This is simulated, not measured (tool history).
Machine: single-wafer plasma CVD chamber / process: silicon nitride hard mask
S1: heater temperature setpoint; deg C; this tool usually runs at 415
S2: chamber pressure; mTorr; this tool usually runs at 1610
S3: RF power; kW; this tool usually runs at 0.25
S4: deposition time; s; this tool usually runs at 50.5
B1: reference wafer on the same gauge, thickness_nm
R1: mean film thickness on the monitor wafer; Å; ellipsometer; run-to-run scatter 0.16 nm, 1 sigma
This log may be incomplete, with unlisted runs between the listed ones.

{"run": 1, "hour": 0.0, "S1": 415, "S2": 1610, "S3": 0.25, "S4": 50.5, "B1": 45.655, "R1": 467.08}
{"run": 2, "hour": 63.9, "S1": 415, "S2": 1610, "S3": 0.25, "S4": 50.5, "B1": 45.623, "R1": 465.07}
{"run": 3, "hour": 167.9, "S1": 407, "S2": 1610, "S3": 0.25, "S4": 50.5, "B1": 45.604, "R1": 466.96}
{"run": 4, "hour": 206.4, "S1": 407, "S2": 1610, "S3": 0.25, "S4": 50.5, "B1": 45.588, "R1": 466.8}
{"run": 5, "hour": 287.7, "S1": 415, "S2": 1610, "S3": 0.25, "S4": 50.5, "B1": 45.624, "R1": 464.4}
{"run": 6, "hour": 541.0, "S1": 415, "S2": 1610, "S3": 0.275, "S4": 50.5, "B1": 45.568, "R1": 487.15}
{"run": 7, "hour": 617.6, "S1": 415, "S2": 1610, "S3": 0.25, "S4": 50.5, "B1": 45.639, "R1": 457.89}
{"run": 8, "hour": 664.4, "S1": 415, "S2": 1610, "S3": 0.25, "S4": 50.5, "B1": 45.604, "R1": 455.42}
{"hour": 723.2, "done": "capacitance manometer re-zeroed and calibrated"}
{"hour": 731.0, "done": "RF generator calibrated"}
{"run": 9, "hour": 767.0, "S1": 415, "S2": 1610, "S3": 0.25, "S4": 50.5, "B1": 45.66, "R1": 486.09}
{"run": 10, "hour": 852.5, "S1": 415, "S2": 1610, "S3": 0.25, "S4": 55.4, "B1": 45.594, "R1": 532.4}
{"run": 11, "hour": 927.3, "S1": 415, "S2": 1610, "S3": 0.25, "S4": 55.4, "B1": 45.596, "R1": 528.68}
{"hour": 950.1, "done": "gauge calibrated"}
{"run": 12, "hour": 1028.0, "S1": 415, "S2": 1610, "S3": 0.25, "S4": 46.4, "B1": 45.564, "R1": 444.6}
{"run": 13, "hour": 1134.4, "S1": 415, "S2": 1610, "S3": 0.25, "S4": 55.4, "B1": 45.605, "R1": 530.04}
{"run": 14, "hour": 1237.9, "S1": 415, "S2": 1610, "S3": 0.25, "S4": 50.5, "B1": 45.568, "R1": 482.02}
{"run": 15, "hour": 1304.3, "S1": 415, "S2": 1610, "S3": 0.22, "S4": 50.5, "B1": 45.576, "R1": 444.64}

Run 16, settings as shown, results not yet in. Your forecast:
{"run": 16, "hour": 1605.3, "S1": 415, "S2": 1610, "S3": 0.25, "S4": 50.5, "B1": "?", "R1": "?"}

Run 16 measured B1 45.554, R1 475.71 Å.
On a tool with no hidden condition, and with the same random variation, this run would have come out at R1 487.75 Å.

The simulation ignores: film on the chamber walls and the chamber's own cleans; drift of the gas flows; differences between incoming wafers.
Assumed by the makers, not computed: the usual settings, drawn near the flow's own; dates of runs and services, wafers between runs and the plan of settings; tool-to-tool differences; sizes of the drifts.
